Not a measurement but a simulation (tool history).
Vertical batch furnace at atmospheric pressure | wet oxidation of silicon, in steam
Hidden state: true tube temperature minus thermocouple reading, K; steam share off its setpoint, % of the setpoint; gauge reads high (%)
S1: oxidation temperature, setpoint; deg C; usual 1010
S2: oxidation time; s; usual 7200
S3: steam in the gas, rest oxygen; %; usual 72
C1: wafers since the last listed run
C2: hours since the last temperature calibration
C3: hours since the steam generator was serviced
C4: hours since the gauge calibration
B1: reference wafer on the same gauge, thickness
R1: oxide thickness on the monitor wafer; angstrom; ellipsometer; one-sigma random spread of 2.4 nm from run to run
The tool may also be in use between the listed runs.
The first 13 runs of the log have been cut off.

run,hour,S1,S2,S3,C1,C2,C3,C4,B1,R1
# hour 1145.5: steam generator serviced
14,1152,1010,7200,72,2019,1237.2,6.5,241,488.16,6071.4
15,1235.7,1010,7200,72,1050,1320.9,90.2,324.7,487.4,6017.1
# hour 1302.2: thermocouples replaced and temperature profile calibrated
16,1308.9,1010,7200,72,617,6.7,163.4,397.9,487.87,5954.9
17,1387.6,1010,7200,72,987,85.4,242.1,476.6,487.7,5898.4
18,1451.5,1019,9330,72,802,149.3,306,540.5,488.05,7110.4
19,1558.7,1024,7200,72,1345,256.5,413.2,647.7,487.87,6227.3
20,1641,1010,7200,72,1032,338.8,495.5,730,488.46,5851.6
21,1737.9,1029,4440,68,1216,435.7,592.4,826.9,488.27,4677.1
22,1965.1,1010,7200,81,2851,662.9,819.6,1054.1,488.11,6210.6
23,2029,995,6300,72,802,726.8,883.5,1118,488.05,4935.7
24,2099.2,1026,4230,61,881,797,953.7,1188.2,488.39,4159
25,2160.3,1010,8100,80,766,858.1,1014.8,1249.3,487.73,6536.3
26,2240.5,1010,4980,72,1006,938.3,1095,1329.5,488.53,4619
# hour 2317.1: steam generator serviced
27,2317.6,1020,7200,82,666,1015.4,0.5,1406.6,487.4,6744.8
28,2483.5,989,5250,82,2082,1181.3,166.4,1572.5,488.19,4790.6
29,2521.6,1010,7200,72,478,1219.4,204.5,1610.6,487.77,5942.9
30,2629.5,1010,7200,72,1354,1327.3,312.4,1718.5,488.09,5947.8
31,2728.8,1010,7200,72,1246,1426.6,411.7,1817.8,488.12,5908.4
32,2784.9,987,6120,66,704,1482.7,467.8,1873.9,488.34,4537
# hour 2820.4: thermocouples replaced and temperature profile calibrated
33,2843.7,1010,7200,60,436,23.3,526.6,1932.7,488.04,5184.3
34,2914.1,1026,10590,80,883,93.7,597,2003.1,488.23,8208.6

Alternative continuations, all from the tool just after run 34; predict every row:
A,2919.2,1010,7200,72,64,98.8,602.1,2008.2,?,?
B,2919.2,1010,9390,72,64,98.8,602.1,2008.2,?,?
C,2919.2,1018,8880,82,64,98.8,602.1,2008.2,?,?
D,2919.2,1010,5220,66,64,98.8,602.1,2008.2,?,?
E,2919.2,1010,8400,72,64,98.8,602.1,2008.2,?,?

run,B1,R1
A,488.24,5806.5
B,488.24,6774.4
C,488.24,7323.3
D,488.24,4553.4
E,488.24,6352.2
Had the tool no hidden state, the same runs would have come out as:
run,R1
A,5986.1
B,6980.5
C,7542.6
D,4698.5
E,6546.8
